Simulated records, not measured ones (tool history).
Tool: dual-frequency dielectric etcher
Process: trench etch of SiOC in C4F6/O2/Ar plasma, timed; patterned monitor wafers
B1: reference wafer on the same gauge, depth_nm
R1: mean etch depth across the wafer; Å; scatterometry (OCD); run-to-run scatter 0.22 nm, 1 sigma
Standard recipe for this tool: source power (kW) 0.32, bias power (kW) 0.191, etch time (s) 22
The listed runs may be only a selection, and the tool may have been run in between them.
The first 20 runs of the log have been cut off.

run 21 hour=532.6 | source_power_(kW)=0.32 bias_power_(kW)=0.153 etch_time_(s)=27.5 | B1=46.91 | R1=538.4
run 22 hour=570.6 | source_power_(kW)=0.38 bias_power_(kW)=0.191 etch_time_(s)=22 | B1=46.93 | R1=488
-- hour=627.4 wet clean of the chamber
run 23 hour=627.9 | source_power_(kW)=0.38 bias_power_(kW)=0.156 etch_time_(s)=19 | B1=46.88 | R1=395.5
run 24 hour=628.2 | source_power_(kW)=0.32 bias_power_(kW)=0.191 etch_time_(s)=22 | B1=46.87 | R1=430.3
run 25 hour=660 | source_power_(kW)=0.32 bias_power_(kW)=0.158 etch_time_(s)=22 | B1=46.85 | R1=414
run 26 hour=673.1 | source_power_(kW)=0.32 bias_power_(kW)=0.191 etch_time_(s)=15.5 | B1=46.91 | R1=305.1
run 27 hour=705.6 | source_power_(kW)=0.37 bias_power_(kW)=0.233 etch_time_(s)=27 | B1=46.96 | R1=599.2
run 28 hour=730.1 | source_power_(kW)=0.26 bias_power_(kW)=0.214 etch_time_(s)=22 | B1=46.92 | R1=398.1
run 29 hour=745.7 | source_power_(kW)=0.32 bias_power_(kW)=0.191 etch_time_(s)=17 | B1=46.9 | R1=335.6
run 30 hour=768.8 | source_power_(kW)=0.26 bias_power_(kW)=0.224 etch_time_(s)=27 | B1=46.93 | R1=494.8

4 options for the next run, each taken on its own from the tool as it stands now. Forecast them:
run A hour=769.2 | source_power_(kW)=0.32 bias_power_(kW)=0.191 etch_time_(s)=22 | B1=? | R1=?
run B hour=769.2 | source_power_(kW)=0.4 bias_power_(kW)=0.146 etch_time_(s)=19 | B1=? | R1=?
run C hour=769.2 | source_power_(kW)=0.37 bias_power_(kW)=0.235 etch_time_(s)=17.5 | B1=? | R1=?
run D hour=769.2 | source_power_(kW)=0.29 bias_power_(kW)=0.191 etch_time_(s)=25.5 | B1=? | R1=?

run=A B1=46.93 R1=435.1
run=B B1=46.93 R1=401.4
run=C B1=46.93 R1=387.5
run=D B1=46.93 R1=479.1
With no hidden state in the tool, these same runs would have given:
run=A R1=432.1
run=B R1=398.6
run=C R1=384.8
run=D R1=475.7

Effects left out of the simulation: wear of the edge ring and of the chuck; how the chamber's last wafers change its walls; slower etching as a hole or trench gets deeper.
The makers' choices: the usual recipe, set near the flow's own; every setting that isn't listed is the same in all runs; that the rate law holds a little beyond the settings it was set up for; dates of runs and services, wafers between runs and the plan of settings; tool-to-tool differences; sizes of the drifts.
